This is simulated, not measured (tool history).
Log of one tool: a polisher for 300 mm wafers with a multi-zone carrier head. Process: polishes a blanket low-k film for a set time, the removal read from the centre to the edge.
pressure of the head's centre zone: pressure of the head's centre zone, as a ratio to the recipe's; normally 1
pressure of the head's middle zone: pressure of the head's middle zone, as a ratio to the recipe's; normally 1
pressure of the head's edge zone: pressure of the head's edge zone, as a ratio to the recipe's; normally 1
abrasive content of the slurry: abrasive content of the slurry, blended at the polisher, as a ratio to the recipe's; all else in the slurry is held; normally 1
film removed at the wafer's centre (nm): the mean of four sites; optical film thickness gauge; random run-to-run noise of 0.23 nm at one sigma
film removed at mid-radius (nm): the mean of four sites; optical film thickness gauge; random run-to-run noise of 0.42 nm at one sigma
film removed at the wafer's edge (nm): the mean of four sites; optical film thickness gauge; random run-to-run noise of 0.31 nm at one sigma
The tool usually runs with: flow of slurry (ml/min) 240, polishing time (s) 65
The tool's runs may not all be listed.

run	hour	flow of slurry (ml/min)	pressure of the head's centre zone	pressure of the head's middle zone	pressure of the head's edge zone	abrasive content of the slurry	polishing time (s)	incoming thickness of the incoming film, nm	film removed at the wafer's centre (nm)	film removed at mid-radius (nm)	film removed at the wafer's edge (nm)
1	0	240	0.94	1	1	1	65	684.4	28.4	30	30
2	96.8	240	0.94	1	1	1	65	684.9	27.6	29	29.5
3	203.9	240	0.94	1	1	1	65	697.1	27.2	29	28
# hour 274.5: worn pad replaced by a new one
# hour 291.3: centre zone pressure recalibrated
4	307	240	1	1	1	1	65	692.8	31	31.5	31.2
# hour 339.3: slurry nozzle cleaned
5	401	240	1	1	1	1	65	683.2	30.3	30.4	29.8
6	496.3	240	1	1	1	1	65	703.5	29.6	29.4	29.3
7	550.6	240	1	1	1	1	65	677.9	29.7	29.2	29.4
8	604.8	185	1	1	1	1	65	689.9	28.1	27.8	28
# hour 660.5: worn pad replaced by a new one
9	705.9	240	1	1	1	1	65	692.9	30.7	30.9	31.2
10	751.4	240	0.89	1	1	1	52	686	21.3	24.3	24
11	812.8	325	1	1	1.1	1.1	83	679.6	42.2	41.2	42.2
# hour 818: slurry nozzle cleaned
# hour 883.4: edge zone pressure recalibrated
12	906.1	240	1	1	1	1	65	697.3	29.2	29.5	28.9
13	960.6	240	1	1	1	1.2	56	684.2	27.6	27.8	26.9
# hour 1006.1: carrier head's membrane replaced by a new one
14	1026.5	240	1	1	1	1	77	687.3	34.1	34.3	33.3
# hour 1046.3: worn pad replaced by a new one
# hour 1054.5: centre zone pressure recalibrated
15	1127.4	270	1.11	1	0.96	1	56	680.4	29.3	27.2	26
16	1219.4	240	1	1	1	1	65	696	29.6	29	29.2
# hour 1221.2: slurry nozzle cleaned
17	1280.5	240	0.91	0.95	1	1	65	701.1	26.3	28.2	28.7
18	1330.3	290	1	1	1.07	1.2	65	686.4	32.8	32.7	32.7

What will run 19 give?
19	1369.4	240	1	1	1	1	59	676.8	?	?	?

Run 19 measured film removed at the wafer's centre (nm) 26.5, film removed at mid-radius (nm) 25.4, film removed at the wafer's edge (nm) 26.2.
Had the tool carried no hidden state, the very same run would have given film removed at the wafer's centre (nm) 29.3, film removed at mid-radius (nm) 28.1, film removed at the wafer's edge (nm) 29.
